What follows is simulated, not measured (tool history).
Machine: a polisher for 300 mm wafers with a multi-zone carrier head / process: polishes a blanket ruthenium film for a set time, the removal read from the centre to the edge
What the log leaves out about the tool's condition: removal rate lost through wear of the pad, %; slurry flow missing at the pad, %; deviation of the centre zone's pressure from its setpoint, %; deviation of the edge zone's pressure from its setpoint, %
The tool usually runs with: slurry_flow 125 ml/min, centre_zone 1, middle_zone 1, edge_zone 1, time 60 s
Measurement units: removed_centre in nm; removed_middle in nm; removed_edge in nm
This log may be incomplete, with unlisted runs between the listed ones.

run,hour,slurry_flow,centre_zone,middle_zone,edge_zone,time,wafers since the last listed run,wafers polished on this pad,hours since the slurry nozzle was cleaned,hours since the centre zone pressure was calibrated,hours since the edge zone pressure was calibrated,hours since the carrier head's membrane was replaced,"incoming thickness of the incoming film, nm",removed_centre,removed_middle,removed_edge
1,0,125,1,1,0.95,60,0,269,86,529.9,647.8,84.8,524.2,49.4,49.6,50.5
2,7,125,1,1.07,0.89,77,46,316,93,536.9,654.8,91.8,528.2,62.8,65.4,59.8
# hour 19.6: edge zone pressure recalibrated
3,25.5,125,1.05,1,1,66,109,425,111.5,555.4,5.9,110.3,532,55.1,52.9,55.6
4,36.3,155,1,1,1,60,71,497,122.3,566.2,16.7,121.1,533.5,49.3,49.2,50.8
5,47.6,145,1,0.9,1,60,75,572,133.6,577.5,28,132.4,530.9,48.3,44.2,48.5
6,54.3,125,1,1,1,60,44,617,140.3,584.2,34.7,139.1,529.2,46.5,46.2,47.9
# hour 59.3: worn pad replaced by a new one
7,67.2,125,1.06,1,1,60,59,52,153.2,597.1,47.6,152,538.9,51.7,49.3,51.5
# hour 70.5: centre zone pressure recalibrated
8,80.6,90,1,1,1,60,75,128,166.6,10.1,61,165.4,530.4,46.4,46.7,49.5
9,88.3,125,0.92,1,1,75,51,179,174.3,17.8,68.7,173.1,518.6,57.3,61.1,62.8
10,96,125,0.9,1,1,48,51,230,182,25.5,76.4,180.8,528.4,36.8,39.8,40.6
11,104.8,125,1,1,1,72,58,289,190.8,34.3,85.2,189.6,520.9,59.3,59,59.1
12,122.3,125,1,1,1,60,116,405,208.3,51.8,102.7,207.1,529,48.2,47.6,49.1
13,135.1,80,0.89,1,1.06,60,85,490,221.1,64.6,115.5,219.9,520.7,40.2,44.6,47.2
14,148.2,125,1,1,0.95,80,87,577,234.2,77.7,128.6,233,539.6,62.2,62.7,62.8
# hour 152.5: worn pad replaced by a new one
15,155,125,1.11,1,0.93,60,18,16,241,84.5,135.4,239.8,541.2,53.5,49.3,48.9
16,166.8,125,1,1,1,60,78,94,252.8,96.3,147.2,251.6,532.9,49.6,49,50.7
17,177.1,125,1,1.07,1,60,68,163,263.1,106.6,157.5,261.9,533.7,49,51.1,51
18,191.2,125,1,1.11,1,60,93,256,277.2,120.7,171.6,276,527.6,48.9,52.4,49.8
19,207.1,125,1,1,1,60,105,362,293.1,136.6,187.5,291.9,528.3,48.1,48,50.2
20,214.5,155,1,0.95,1,60,49,411,300.5,144,194.9,299.3,531.9,49.8,47.4,49.7
21,225.5,165,0.92,0.9,1,60,73,484,311.5,155,205.9,310.3,532.3,46.3,45.3,51.2
22,240.3,125,0.88,1,1.03,69,98,583,326.3,169.8,220.7,325.1,519.4,48.9,53.3,55.4
# hour 246.8: worn pad replaced by a new one
23,257.5,80,1,1,1.03,60,87,71,343.5,187,237.9,342.3,535.5,45.2,45.7,48.2

Here are 4 independent what-if runs from the current tool condition. What would each one return?
A,257.9,125,1,1,1,60,2,73,343.9,187.4,238.3,342.7,524,?,?,?
B,257.9,125,1.08,1.11,0.92,53,2,73,343.9,187.4,238.3,342.7,524,?,?,?
C,257.9,125,1,1,1,74,2,73,343.9,187.4,238.3,342.7,524,?,?,?
D,257.9,170,1.12,0.92,1,71,2,73,343.9,187.4,238.3,342.7,524,?,?,?

run,removed_centre,removed_middle,removed_edge
A,49.1,49.2,50.7
B,45.8,47.1,43.2
C,60.6,60.7,62.5
D,66.3,57.3,62.1
With the hidden condition removed and each run's random variation left untouched, the same runs would have given:
run,removed_centre,removed_middle,removed_edge
A,49.9,50,51.5
B,46.6,47.9,43.9
C,61.6,61.7,63.6
D,67.4,58.2,63.1
